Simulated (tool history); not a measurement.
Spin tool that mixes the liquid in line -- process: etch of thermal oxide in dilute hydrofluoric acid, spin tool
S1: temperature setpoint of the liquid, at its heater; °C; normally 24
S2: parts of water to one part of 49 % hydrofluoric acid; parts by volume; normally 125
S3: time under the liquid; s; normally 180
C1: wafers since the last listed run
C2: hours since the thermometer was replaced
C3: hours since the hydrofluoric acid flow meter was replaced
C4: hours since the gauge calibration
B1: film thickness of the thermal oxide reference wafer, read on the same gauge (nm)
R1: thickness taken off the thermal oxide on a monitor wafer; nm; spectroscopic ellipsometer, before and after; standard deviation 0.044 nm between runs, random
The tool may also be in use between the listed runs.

Run 1, hour 0: usual settings; C1 0; C2 1162.6; C3 53.3; C4 399.8; B1 70.01. Result: R1 6.19 nm.
Run 2, hour 30: usual settings; C1 132; C2 1192.6; C3 83.3; C4 429.8; B1 69.96. Result: R1 6.13 nm.
Run 3, hour 99: usual settings; C1 303; C2 1261.6; C3 152.3; C4 498.8; B1 70.04. Result: R1 6.11 nm.
Run 4, hour 124.5: usual settings but S1 22 °C; C1 112; C2 1287.1; C3 177.8; C4 524.3; B1 69.96. Result: R1 5.7 nm.
Run 5, hour 155.5: usual settings but S1 22 °C; C1 136; C2 1318.1; C3 208.8; C4 555.3; B1 70.02. Result: R1 5.79 nm.
Run 6, hour 211.9: usual settings but S3 235 s; C1 248; C2 1374.5; C3 265.2; C4 611.7; B1 70.01. Result: R1 8.22 nm.
Run 7, hour 239.5: usual settings but S2 145 parts by volume; C1 121; C2 1402.1; C3 292.8; C4 639.3; B1 70.02. Result: R1 5.29 nm.
Run 8, hour 282.3: usual settings but S2 145 parts by volume; C1 188; C2 1444.9; C3 335.6; C4 682.1; B1 69.96. Result: R1 5.31 nm.
Run 9, hour 310.7: usual settings but S2 145 parts by volume; C1 125; C2 1473.3; C3 364; C4 710.5; B1 69.95. Result: R1 5.38 nm.
Run 10, hour 369.8: usual settings; C1 260; C2 1532.4; C3 423.1; C4 769.6; B1 69.95. Result: R1 6.31 nm.
Run 11, hour 394.7: usual settings; C1 109; C2 1557.3; C3 448; C4 794.5; B1 70.02. Result: R1 6.35 nm.
Run 12, hour 420.5: usual settings; C1 113; C2 1583.1; C3 473.8; C4 820.3; B1 70.01. Result: R1 6.41 nm.
At hour 452.2: hydrofluoric acid flow meter replaced.
Run 13, hour 483.7: usual settings; C1 273; C2 1646.3; C3 31.5; C4 883.5; B1 70.02. Result: R1 5.98 nm.
Run 14, hour 524.5: usual settings; C1 179; C2 1687.1; C3 72.3; C4 924.3; B1 70. Result: R1 6.07 nm.
Run 15, hour 549.4: usual settings; C1 109; C2 1712; C3 97.2; C4 949.2; B1 69.99. Result: R1 5.93 nm.
Run 16, hour 611.2: usual settings; C1 272; C2 1773.8; C3 159; C4 1011; B1 69.99. Result: R1 6.08 nm.
Run 17, hour 648: usual settings but S1 26 °C, S2 105 parts by volume; C1 162; C2 1810.6; C3 195.8; C4 1047.8; B1 69.94. Result: R1 8.04 nm.
Run 18, hour 711.1: usual settings but S1 28 °C; C1 277; C2 1873.7; C3 258.9; C4 1110.9; B1 70.03. Result: R1 7.12 nm.
Run 19, hour 763.2: usual settings but S1 27.5 °C; C1 229; C2 1925.8; C3 311; C4 1163; B1 69.97. Result: R1 7.13 nm.
Run 20, hour 832.7: usual settings; C1 306; C2 1995.3; C3 380.5; C4 1232.5; B1 70.04. Result: R1 6.21 nm.
Run 21, hour 866.8: usual settings but S1 21 °C, S3 115 s; C1 150; C2 2029.4; C3 414.6; C4 1266.6; B1 70.02. Result: R1 3.54 nm.
At hour 874.1: hydrofluoric acid flow meter replaced.
Run 22, hour 918.6: usual settings; C1 223; C2 2081.2; C3 44.5; C4 1318.4; B1 69.99. Result: R1 5.83 nm.
At hour 939: thermometer replaced.
Run 23, hour 950.4: usual settings; C1 135; C2 11.4; C3 76.3; C4 1350.2; B1 69.96. Result: R1 6.51 nm.

Run 24 is up next; what results do you expect?
At hour 956.7: gauge calibrated.
Run 24, hour 1013.6: usual settings but S1 27 °C, S3 270 s; C1 278; C2 74.6; C3 139.5; C4 56.9; B1 ?. Result: R1 ?.

B1: 70
R1: 11.06 nm
On a tool with no hidden condition, and with the same random variation, this run would have come out at R1 10.87 nm.
